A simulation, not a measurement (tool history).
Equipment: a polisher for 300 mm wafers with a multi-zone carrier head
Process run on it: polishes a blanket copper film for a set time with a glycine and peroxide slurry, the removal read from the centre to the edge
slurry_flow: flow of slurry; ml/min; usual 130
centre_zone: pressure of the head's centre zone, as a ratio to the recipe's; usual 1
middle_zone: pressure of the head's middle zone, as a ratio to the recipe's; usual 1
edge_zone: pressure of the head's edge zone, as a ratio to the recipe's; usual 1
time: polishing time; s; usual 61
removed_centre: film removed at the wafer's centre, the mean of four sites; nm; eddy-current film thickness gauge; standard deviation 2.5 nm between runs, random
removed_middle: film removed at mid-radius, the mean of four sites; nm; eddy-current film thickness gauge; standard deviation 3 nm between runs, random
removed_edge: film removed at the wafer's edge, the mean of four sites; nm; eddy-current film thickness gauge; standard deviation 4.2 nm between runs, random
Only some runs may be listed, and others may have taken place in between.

run,hour,slurry_flow,centre_zone,middle_zone,edge_zone,time,wafers since the last listed run,wafers polished on this pad,hours since the slurry nozzle was cleaned,hours since the centre zone pressure was calibrated,hours since the edge zone pressure was calibrated,hours since the carrier head's membrane was replaced,"incoming thickness of the incoming film, nm",removed_centre,removed_middle,removed_edge
1,0,130,0.97,1,1,61,0,873,244.5,1046.1,1031.5,1023.1,1873.4,338.9,347.5,353.2
# hour 17.4: carrier head's membrane replaced by a new one
2,21.9,130,0.97,1,1,61,167,1040,266.4,1068,1053.4,4.5,1932.7,338,342.3,354.6
# hour 37.7: worn pad replaced by a new one
3,48.6,130,0.97,1,1,61,225,108,293.1,1094.7,1080.1,31.2,1884.3,346.6,351.2,360
4,78.3,130,1,1,1,61,294,403,322.8,1124.4,1109.8,60.9,1907.2,358.1,348.7,352.9
# hour 82.3: centre zone pressure recalibrated
5,105.5,130,1,1,1,61,250,653,350,23.2,1137,88.1,1910.9,351,349.6,353.1
6,125.5,130,1,1,1,61,198,851,370,43.2,1157,108.1,1883.6,349.2,345.7,357.7
7,141.6,130,1,1,1,61,159,1011,386.1,59.3,1173.1,124.2,1915.8,346.7,343.3,349.5
8,163.1,130,1,0.92,1,81,213,1224,407.6,80.8,1194.6,145.7,1917.4,456.9,420,472.5
# hour 182.5: worn pad replaced by a new one
9,183.4,145,1,0.89,0.91,53,161,9,427.9,101.1,1214.9,166,1907.5,313.9,284.3,298.5
10,201.3,130,0.94,0.97,1,61,177,186,445.8,119,1232.8,183.9,1898.3,332.6,345.1,363.6
11,230.5,130,0.92,1.04,1,61,289,476,475,148.2,1262,213.1,1877.8,325.3,357.1,359.9
12,254.1,130,1,1,1,61,234,710,498.6,171.8,1285.6,236.7,1923.6,351.7,343.5,355.3
13,276.8,130,1.07,1,0.92,67,225,936,521.3,194.5,1308.3,259.4,1913.8,405.6,382.7,370.5
# hour 311.3: worn pad replaced by a new one
14,311.8,170,1,1,1,69,307,5,556.3,229.5,1343.3,294.4,1871.7,423.3,419.2,419
# hour 315.3: slurry nozzle cleaned
# hour 340: edge zone pressure recalibrated
15,342.3,85,1.06,1,1,42,272,278,27,260,2.3,324.9,1858.8,228.4,215.3,230.8
16,356.4,130,1,1,1,61,139,418,41.1,274.1,16.4,339,1895.4,352.1,349.7,354.2
17,385.3,130,1,1,1,61,286,704,70,303,45.3,367.9,1877.5,352.7,347.4,353
18,414.8,155,1,1,1,61,292,997,99.5,332.5,74.8,397.4,1869.2,357.8,361.2,363.2
19,428.5,120,1,1,1,43,135,1133,113.2,346.2,88.5,411.1,1898.6,239.9,237.3,240.1
# hour 445.4: worn pad replaced by a new one
20,446,130,1.11,1,1,44,133,6,130.7,363.7,106,428.6,1865,286.1,254.3,259.1
21,463.6,130,1,1,1,53,174,180,148.3,381.3,123.6,446.2,1905.3,306.1,304,316.7
22,481.9,130,1,1,1,61,181,362,166.6,399.6,141.9,464.5,1899.3,352.7,350.7,358
23,513.5,175,1,1,1,80,313,675,198.2,431.2,173.5,496.1,1865.9,494,480.5,481.4

Each row is a separate what-if for the run after 23, all from the same tool condition, not one after another. Results?
A,513.9,130,1,1,1,81,3,679,198.6,431.6,173.9,496.5,1884.5,?,?,?
B,513.9,130,1.1,1.08,1.07,61,3,679,198.6,431.6,173.9,496.5,1884.5,?,?,?
C,513.9,95,1,1.1,1,61,3,679,198.6,431.6,173.9,496.5,1884.5,?,?,?

run,removed_centre,removed_middle,removed_edge
A,462.8,463.5,482.8
B,383.1,372.4,375.5
C,320.4,351.4,344.9
Take away the tool's hidden state, keep each run's random variation, and the runs would have read:
run,removed_centre,removed_middle,removed_edge
A,471.2,471.9,491.5
B,390,379.1,382.2
C,326.2,357.7,351.1
